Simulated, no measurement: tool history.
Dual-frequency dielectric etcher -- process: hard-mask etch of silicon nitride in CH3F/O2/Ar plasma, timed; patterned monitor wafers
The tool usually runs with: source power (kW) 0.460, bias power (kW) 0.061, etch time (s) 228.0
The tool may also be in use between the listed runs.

| run | hour | source power (kW) | bias power (kW) | etch time (s) | read-back reference wafer on the same gauge, depth_nm | mean etch depth across the wafer (Å) |
|---|---|---|---|---|---|---|
| 1 | 0.0 | 0.460 | 0.061 | 228.0 | 171.7 | 1582 |
| 2 | 13.1 | 0.460 | 0.061 | 228.0 | 172.0 | 1594 |
| 3 | 23.7 | 0.460 | 0.072 | 228.0 | 171.9 | 1670 |
|  | 28.3 | gauge calibrated |
| 4 | 40.5 | 0.460 | 0.055 | 228.0 | 172.1 | 1546 |
|  | 78.5 | upper electrode replaced |
|  | 82.4 | source power generator calibrated |
| 5 | 82.9 | 0.460 | 0.055 | 228.0 | 172.2 | 1549 |
| 6 | 83.3 | 0.460 | 0.061 | 228.0 | 171.9 | 1591 |
| 7 | 83.6 | 0.460 | 0.061 | 228.0 | 171.9 | 1593 |
| 8 | 91.0 | 0.520 | 0.073 | 272.5 | 171.9 | 2098 |
| 9 | 97.1 | 0.370 | 0.061 | 228.0 | 171.8 | 1481 |
| 10 | 107.4 | 0.460 | 0.061 | 228.0 | 172.2 | 1587 |
|  | 143.9 | wet clean of the chamber |
| 11 | 144.4 | 0.420 | 0.071 | 190.0 | 172.0 | 1293 |
| 12 | 144.8 | 0.460 | 0.061 | 228.0 | 172.0 | 1533 |
| 13 | 147.8 | 0.570 | 0.072 | 289.0 | 172.0 | 2203 |
| 14 | 162.1 | 0.340 | 0.072 | 287.5 | 172.4 | 1845 |
| 15 | 175.8 | 0.460 | 0.073 | 228.0 | 171.9 | 1622 |
| 16 | 189.7 | 0.540 | 0.050 | 228.0 | 171.8 | 1540 |
| 17 | 207.6 | 0.420 | 0.069 | 247.0 | 171.9 | 1682 |
| 18 | 225.6 | 0.390 | 0.061 | 256.5 | 172.2 | 1651 |
| 19 | 242.0 | 0.460 | 0.061 | 273.5 | 171.7 | 1855 |
|  | 246.5 | bias power generator calibrated |
| 20 | 256.5 | 0.390 | 0.061 | 228.0 | 172.3 | 1460 |
| 21 | 272.7 | 0.520 | 0.070 | 294.5 | 172.1 | 2177 |
| 22 | 287.1 | 0.560 | 0.072 | 192.5 | 172.2 | 1481 |
| 23 | 294.7 | 0.460 | 0.061 | 228.0 | 171.9 | 1560 |
| 24 | 301.6 | 0.360 | 0.049 | 173.5 | 171.8 | 1029 |
| 25 | 314.9 | 0.510 | 0.073 | 195.5 | 172.0 | 1455 |
| 26 | 328.1 | 0.460 | 0.061 | 228.0 | 171.9 | 1566 |
| 27 | 334.7 | 0.460 | 0.049 | 288.5 | 172.2 | 1866 |
| 28 | 340.7 | 0.460 | 0.061 | 285.5 | 172.0 | 1953 |
| 29 | 347.9 | 0.460 | 0.061 | 228.0 | 171.9 | 1567 |
| 30 | 354.6 | 0.360 | 0.067 | 295.0 | 171.8 | 1923 |
| 31 | 370.7 | 0.400 | 0.061 | 268.0 | 171.9 | 1752 |

Hidden state, per run?
source power that arrives over what is set, %: 0, the same for each run
bias power that arrives over what is set, %: 0, the same for each run
gauge reads high (%): 0, the same for each run
H1: etch rate over this chamber's usual, %
| run | H1 |
|---|---|
| 1 | 3.15 |
| 2 | 3.27 |
| 3 | 3.37 |
| 4 | 3.52 |
| 5 | 3.91 |
| 6 | 3.92 |
| 7 | 3.92 |
| 8 | 3.99 |
| 9 | 4.04 |
| 10 | 4.14 |
| 11 | -0.086 |
| 12 | -0.0823 |
| 13 | -0.0549 |
| 14 | 0.0759 |
| 15 | 0.201 |
| 16 | 0.328 |
| 17 | 0.492 |
| 18 | 0.657 |
| 19 | 0.807 |
| 20 | 0.939 |
| 21 | 1.09 |
| 22 | 1.22 |
| 23 | 1.29 |
| 24 | 1.35 |
| 25 | 1.47 |
| 26 | 1.59 |
| 27 | 1.65 |
| 28 | 1.71 |
| 29 | 1.78 |
| 30 | 1.84 |
| 31 | 1.98 |
